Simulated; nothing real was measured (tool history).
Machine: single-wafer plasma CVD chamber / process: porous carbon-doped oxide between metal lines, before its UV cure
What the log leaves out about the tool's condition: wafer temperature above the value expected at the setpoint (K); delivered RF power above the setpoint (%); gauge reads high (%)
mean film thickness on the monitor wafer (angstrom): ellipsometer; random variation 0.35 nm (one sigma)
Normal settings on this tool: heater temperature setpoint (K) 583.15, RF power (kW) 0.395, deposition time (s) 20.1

run	hour	heater temperature setpoint (K)	RF power (kW)	deposition time (s)	wafers since the last listed run	hours since the last thermocouple change	hours since the last RF generator calibration	hours since the showerhead was replaced	hours since the gauge calibration	read-back reference wafer on the same gauge, thickness_nm	mean film thickness on the monitor wafer (angstrom)
1	0	583.15	0.395	20.1	0	2061.5	1325.8	4475.2	755.4	98.857	830.73
2	13.3	583.15	0.395	20.1	445	2074.8	1339.1	4488.5	768.7	98.928	831.35
3	55.8	583.15	0.395	20.1	1423	2117.3	1381.6	4531	811.2	98.754	826.41
4	73.8	588.15	0.395	20.1	602	2135.3	1399.6	4549	829.2	98.768	805.28
5	91.8	583.15	0.395	20.1	602	2153.3	1417.6	4567	847.2	98.713	835.8
6	117.8	583.15	0.395	20.1	870	2179.3	1443.6	4593	873.2	98.811	829
7	130.7	583.15	0.395	20.1	431	2192.2	1456.5	4605.9	886.1	98.874	826.4
8	146.9	583.15	0.395	20.1	542	2208.4	1472.7	4622.1	902.3	98.732	824.45
9	205.9	583.15	0.395	20.1	1975	2267.4	1531.7	4681.1	961.3	99.045	830.89
10	224	583.15	0.395	20.1	606	2285.5	1549.8	4699.2	979.4	98.78	829.16
11	251.6	583.15	0.395	20.1	924	2313.1	1577.4	4726.8	1007	98.832	823.81
12	272.5	583.15	0.395	20.1	699	2334	1598.3	4747.7	1027.9	98.606	828.02
# hour 331.2: thermocouple changed; heater temperature recalibrated
13	370.5	583.15	0.395	20.1	3013	39.3	1696.3	4845.7	1125.9	98.882	829.96
# hour 424.5: RF generator calibrated
14	445.3	583.15	0.395	20.1	2236	114.1	20.8	4920.5	1200.7	98.691	823.18
15	460.7	583.15	0.395	20.1	515	129.5	36.2	4935.9	1216.1	98.72	826.76
16	493.6	595.15	0.36	20.1	1101	162.4	69.1	4968.8	1249	98.712	741.09
17	523.7	573.15	0.33	22.4	1007	192.5	99.2	4998.9	1279.1	98.753	894.49
18	537.6	583.15	0.395	20.1	465	206.4	113.1	5012.8	1293	98.625	823.31
# hour 540.9: gauge calibrated
19	562.5	583.15	0.395	20.1	833	231.3	138	5037.7	21.6	98.772	826.85
20	583.2	591.15	0.395	16.1	693	252	158.7	5058.4	42.3	98.976	637.63
21	616.1	583.15	0.395	20.1	1101	284.9	191.6	5091.3	75.2	98.823	829.13
22	628.9	583.15	0.335	20.1	428	297.7	204.4	5104.1	88	98.911	767.34
23	663.6	595.15	0.465	16.2	1161	332.4	239.1	5138.8	122.7	98.692	681.61
# hour 691: showerhead replaced
24	697.4	583.15	0.395	17	863	366.2	272.9	6.4	156.5	98.919	702.7
25	727.7	583.15	0.395	20.1	1014	396.5	303.2	36.7	186.8	98.775	829.13
26	750.1	575.15	0.36	16.8	750	418.9	325.6	59.1	209.2	98.722	696.72
27	784.4	589.15	0.435	17.5	1148	453.2	359.9	93.4	243.5	98.956	731.68
28	801.7	597.15	0.325	18.8	579	470.5	377.2	110.7	260.8	98.663	651.9
29	825.3	596.15	0.395	24	790	494.1	400.8	134.3	284.4	98.819	915.96
30	847.9	571.15	0.395	22.9	756	516.7	423.4	156.9	307	98.666	1013.52
31	883.3	596.15	0.365	18.7	1185	552.1	458.8	192.3	342.4	98.759	694.27
32	902.7	595.15	0.395	21.5	649	571.5	478.2	211.7	361.8	98.717	826.94
33	924.3	583.15	0.395	20.1	723	593.1	499.8	233.3	383.4	98.676	827.05
34	942	577.15	0.365	22.5	592	610.8	517.5	251	401.1	98.777	926.77
35	977.1	597.15	0.325	18.8	1175	645.9	552.6	286.1	436.2	98.846	658.33

Take each entry between the runs: how does the hidden state at the last listed run before it differ from the hidden state at the first listed run after it?
Run 12 -> run 13: thermocouple changed; heater temperature recalibrated (hour 331.2)
  no difference in the tool's unlogged condition between these two runs
Run 13 -> run 14: RF generator calibrated (hour 424.5)
  no difference in the tool's unlogged condition between these two runs
Run 18 -> run 19: gauge calibrated (hour 540.9)
  no difference in the tool's unlogged condition between these two runs
Run 23 -> run 24: showerhead replaced (hour 691)
  no difference in the tool's unlogged condition between these two runs

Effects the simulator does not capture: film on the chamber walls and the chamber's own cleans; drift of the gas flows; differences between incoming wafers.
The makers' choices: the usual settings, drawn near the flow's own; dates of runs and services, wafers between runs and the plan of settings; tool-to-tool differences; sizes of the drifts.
